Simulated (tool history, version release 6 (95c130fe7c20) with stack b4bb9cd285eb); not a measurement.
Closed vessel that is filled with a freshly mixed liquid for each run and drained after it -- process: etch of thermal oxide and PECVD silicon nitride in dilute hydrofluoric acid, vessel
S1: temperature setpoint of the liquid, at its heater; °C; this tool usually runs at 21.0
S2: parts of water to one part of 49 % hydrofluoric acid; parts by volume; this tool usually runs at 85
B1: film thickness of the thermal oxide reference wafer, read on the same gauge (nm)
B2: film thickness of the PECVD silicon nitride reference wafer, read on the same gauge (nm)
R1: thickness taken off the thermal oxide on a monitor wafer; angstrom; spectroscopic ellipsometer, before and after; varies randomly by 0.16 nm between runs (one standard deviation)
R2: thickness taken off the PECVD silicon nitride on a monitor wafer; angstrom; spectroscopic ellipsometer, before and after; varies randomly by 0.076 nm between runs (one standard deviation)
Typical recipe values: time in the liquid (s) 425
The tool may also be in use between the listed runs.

Run 1, day 0.000: usual settings but S1 18.5 °C; B1 139.99; B2 29.96. Result: R1 219.4 angstrom, R2 99.9 angstrom.
Run 2, day 3.929: usual settings but S1 18.5 °C; B1 140.02; B2 29.97. Result: R1 216.4 angstrom, R2 98.2 angstrom.
Run 3, day 5.121: usual settings but S1 18.5 °C; B1 140.01; B2 30.02. Result: R1 220.9 angstrom, R2 99.5 angstrom.
Run 4, day 6.275: usual settings; B1 140.02; B2 29.97. Result: R1 240.6 angstrom, R2 118.3 angstrom.
Run 5, day 7.596: usual settings; B1 140.00; B2 30.00. Result: R1 245.7 angstrom, R2 117.5 angstrom.
Run 6, day 8.529: usual settings; B1 139.99; B2 30.06. Result: R1 242.9 angstrom, R2 118.5 angstrom.
At day 10.488: hydrofluoric acid flow meter replaced.
Run 7, day 11.142: usual settings; B1 140.03; B2 29.97. Result: R1 244.9 angstrom, R2 121.0 angstrom.
Run 8, day 12.533: usual settings; B1 140.00; B2 30.00. Result: R1 243.8 angstrom, R2 119.5 angstrom.
Run 9, day 13.108: usual settings; B1 139.97; B2 30.05. Result: R1 243.4 angstrom, R2 121.3 angstrom.
Run 10, day 13.921: usual settings; B1 140.01; B2 30.02. Result: R1 247.5 angstrom, R2 117.1 angstrom.
Run 11, day 14.875: usual settings but S1 23.0 °C, time in the liquid (s) 520; B1 140.02; B2 29.99. Result: R1 325.1 angstrom, R2 167.5 angstrom.
Run 12, day 15.775: usual settings but S1 23.0 °C, time in the liquid (s) 520; B1 140.00; B2 30.05. Result: R1 325.1 angstrom, R2 166.6 angstrom.
Run 13, day 16.321: usual settings but S1 23.0 °C, time in the liquid (s) 520; B1 140.02; B2 29.98. Result: R1 325.3 angstrom, R2 166.3 angstrom.
Run 14, day 17.021: usual settings but S1 26.0 °C, S2 115 parts by volume, time in the liquid (s) 190; B1 140.02; B2 30.05. Result: R1 95.3 angstrom, R2 55.2 angstrom.
At day 17.692: gauge calibrated.
Run 15, day 17.983: usual settings but time in the liquid (s) 315; B1 139.99; B2 29.98. Result: R1 180.0 angstrom, R2 88.8 angstrom.
Run 16, day 21.458: usual settings but S1 22.5 °C, S2 125 parts by volume; B1 140.00; B2 30.01. Result: R1 169.6 angstrom, R2 90.6 angstrom.
Run 17, day 22.388: usual settings but S1 26.0 °C, S2 100 parts by volume, time in the liquid (s) 190; B1 139.99; B2 30.02. Result: R1 112.8 angstrom, R2 63.9 angstrom.
Run 18, day 23.179: usual settings but S1 24.0 °C, time in the liquid (s) 595; B1 139.97; B2 30.01. Result: R1 393.0 angstrom, R2 208.1 angstrom.
At day 23.317: thermometer replaced.
Run 19, day 24.275: usual settings but S2 50 parts by volume, time in the liquid (s) 540; B1 140.00; B2 30.03. Result: R1 508.0 angstrom, R2 215.6 angstrom.
Run 20, day 24.892: usual settings but S1 23.5 °C, S2 95 parts by volume, time in the liquid (s) 310; B1 140.00; B2 29.99. Result: R1 158.6 angstrom, R2 78.1 angstrom.
Run 21, day 25.775: usual settings; B1 139.98; B2 30.03. Result: R1 223.2 angstrom, R2 100.4 angstrom.
Run 22, day 27.171: usual settings; B1 140.01; B2 30.07. Result: R1 220.4 angstrom, R2 103.3 angstrom.
Run 23, day 28.412: usual settings but S1 19.5 °C; B1 139.99; B2 29.95. Result: R1 210.0 angstrom, R2 92.6 angstrom.
Run 24, day 29.554: usual settings but S1 17.5 °C, S2 120 parts by volume, time in the liquid (s) 580; B1 140.00; B2 29.98. Result: R1 180.3 angstrom, R2 79.8 angstrom.
Run 25, day 30.200: usual settings; B1 140.00; B2 29.94. Result: R1 220.9 angstrom, R2 102.3 angstrom.
Run 26, day 31.250: usual settings; B1 140.01; B2 30.00. Result: R1 222.2 angstrom, R2 102.9 angstrom.

What if the next run were any one of these 3? Each begins from the tool's condition after run 26:
Run A, day 31.283: usual settings; B1 ?; B2 ?. Result: R1 ?, R2 ?.
Run B, day 31.283: usual settings but S1 23.5 °C, S2 45 parts by volume, time in the liquid (s) 295; B1 ?; B2 ?. Result: R1 ?, R2 ?.
Run C, day 31.283: usual settings but S1 22.5 °C, S2 60 parts by volume, time in the liquid (s) 535; B1 ?; B2 ?. Result: R1 ?, R2 ?.

run      B1     B2     R1     R2
  A  140.01  30.01  226.8  102.3
  B  140.01  30.01  346.6  156.7
  C  140.01  30.01  443.6  200.5
Had the tool no hidden state, the same runs would have come out as:
run     R1     R2
  A  223.7   99.9
  B  341.7  153.2
  C  437.4  195.9
